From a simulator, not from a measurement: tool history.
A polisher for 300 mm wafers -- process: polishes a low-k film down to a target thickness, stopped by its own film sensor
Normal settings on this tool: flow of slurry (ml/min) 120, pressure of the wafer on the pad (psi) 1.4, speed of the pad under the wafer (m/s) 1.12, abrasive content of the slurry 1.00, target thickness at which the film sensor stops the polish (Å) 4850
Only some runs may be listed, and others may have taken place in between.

| run | hour | flow of slurry (ml/min) | pressure of the wafer on the pad (psi) | speed of the pad under the wafer (m/s) | abrasive content of the slurry | target thickness at which the film sensor stops the polish (Å) | wafers since the last listed run | wafers polished on this pad | hours since the slurry nozzle was cleaned | hours since the head pressure was calibrated | hours since the slurry blender was calibrated | hours since the conditioning disc was replaced | incoming thickness of the incoming film, nm | time until the film sensor stopped the polish (s) |
|---|---|---|---|---|---|---|---|---|---|---|---|---|---|---|
| 1 | 0.0 | 120 | 1.4 | 1.12 | 1.00 | 4850 | 0 | 224 | 562.2 | 710.5 | 170.3 | 59.2 | 518.9 | 96.0 |
| 2 | 14.2 | 120 | 1.1 | 1.12 | 1.00 | 4850 | 130 | 355 | 576.4 | 724.7 | 184.5 | 73.4 | 525.9 | 135.7 |
| 3 | 30.4 | 120 | 1.1 | 1.12 | 1.00 | 4850 | 148 | 503 | 592.6 | 740.9 | 200.7 | 89.6 | 517.1 | 104.9 |
| 4 | 39.3 | 120 | 1.4 | 1.12 | 1.00 | 4850 | 81 | 585 | 601.5 | 749.8 | 209.6 | 98.5 | 524.6 | 115.5 |
| 5 | 54.1 | 120 | 1.4 | 1.12 | 1.00 | 4850 | 135 | 720 | 616.3 | 764.6 | 224.4 | 113.3 | 509.6 | 72.4 |
|  | 65.2 | worn pad replaced by a new one |
| 6 | 65.7 | 120 | 1.4 | 1.12 | 1.00 | 4850 | 69 | 4 | 627.9 | 776.2 | 236.0 | 124.9 | 516.4 | 96.7 |
| 7 | 74.9 | 120 | 1.4 | 1.12 | 1.00 | 4850 | 84 | 89 | 637.1 | 785.4 | 245.2 | 134.1 | 519.9 | 111.7 |
| 8 | 81.1 | 120 | 1.4 | 1.12 | 1.00 | 4850 | 56 | 146 | 643.3 | 791.6 | 251.4 | 140.3 | 521.8 | 116.3 |
| 9 | 97.0 | 120 | 1.4 | 1.12 | 1.00 | 4850 | 145 | 291 | 659.2 | 807.5 | 267.3 | 156.2 | 519.5 | 112.6 |
|  | 106.6 | worn pad replaced by a new one, repeated, since the last time left the tool worse |
| 10 | 107.1 | 120 | 1.4 | 1.12 | 1.00 | 4850 | 55 | 4 | 669.3 | 817.6 | 277.4 | 166.3 | 522.3 | 99.7 |
|  | 109.9 | slurry nozzle cleaned |
|  | 115.7 | slurry blender recalibrated |
| 11 | 116.7 | 120 | 1.4 | 1.12 | 1.00 | 4740 | 60 | 65 | 6.8 | 827.2 | 1.0 | 175.9 | 524.7 | 141.6 |
|  | 119.6 | head pressure recalibrated |
| 12 | 125.6 | 120 | 1.4 | 1.12 | 1.00 | 4850 | 63 | 128 | 15.7 | 6.0 | 9.9 | 184.8 | 521.3 | 103.8 |
| 13 | 138.5 | 120 | 1.4 | 0.96 | 1.00 | 4850 | 118 | 246 | 28.6 | 18.9 | 22.8 | 197.7 | 520.6 | 114.4 |
|  | 149.2 | conditioning disc replaced and pad reconditioned |
| 14 | 149.7 | 120 | 1.4 | 1.12 | 1.00 | 4850 | 84 | 331 | 39.8 | 30.1 | 34.0 | 0.5 | 532.1 | 137.8 |
| 15 | 156.8 | 120 | 1.4 | 1.50 | 0.80 | 4910 | 65 | 396 | 46.9 | 37.2 | 41.1 | 7.6 | 516.0 | 71.1 |
|  | 174.1 | worn pad replaced by a new one |
| 16 | 174.6 | 120 | 1.5 | 0.94 | 1.20 | 4780 | 126 | 4 | 64.7 | 55.0 | 58.9 | 25.4 | 520.5 | 113.2 |
| 17 | 181.3 | 120 | 1.4 | 1.12 | 1.00 | 4850 | 61 | 66 | 71.4 | 61.7 | 65.6 | 32.1 | 508.9 | 64.1 |
| 18 | 194.5 | 155 | 1.4 | 0.82 | 0.80 | 4810 | 120 | 186 | 84.6 | 74.9 | 78.8 | 45.3 | 517.1 | 152.2 |
| 19 | 201.4 | 85 | 1.6 | 1.00 | 1.00 | 4930 | 63 | 250 | 91.5 | 81.8 | 85.7 | 52.2 | 529.6 | 115.2 |
| 20 | 219.1 | 120 | 0.9 | 0.98 | 1.00 | 4820 | 162 | 412 | 109.2 | 99.5 | 103.4 | 69.9 | 523.1 | 168.8 |

3 options for the next run, each taken on its own from the tool as it stands now. Forecast them:
| A | 219.6 | 120 | 1.4 | 1.12 | 1.00 | 4850 | 4 | 416 | 109.7 | 100.0 | 103.9 | 70.4 | 523.9 | ? |
| B | 219.6 | 120 | 1.4 | 1.12 | 1.00 | 4930 | 4 | 416 | 109.7 | 100.0 | 103.9 | 70.4 | 523.9 | ? |
| C | 219.6 | 120 | 1.4 | 1.26 | 1.25 | 4850 | 4 | 416 | 109.7 | 100.0 | 103.9 | 70.4 | 523.9 | ? |

| run | time until the film sensor stopped the polish (s) |
|---|---|
| A | 114.2 |
| B | 90.7 |
| C | 89.8 |
Take away the tool's hidden state, keep each run's random variation, and the runs would have read:
| run | time until the film sensor stopped the polish (s) |
|---|---|
| A | 106.2 |
| B | 84.3 |
| C | 83.5 |
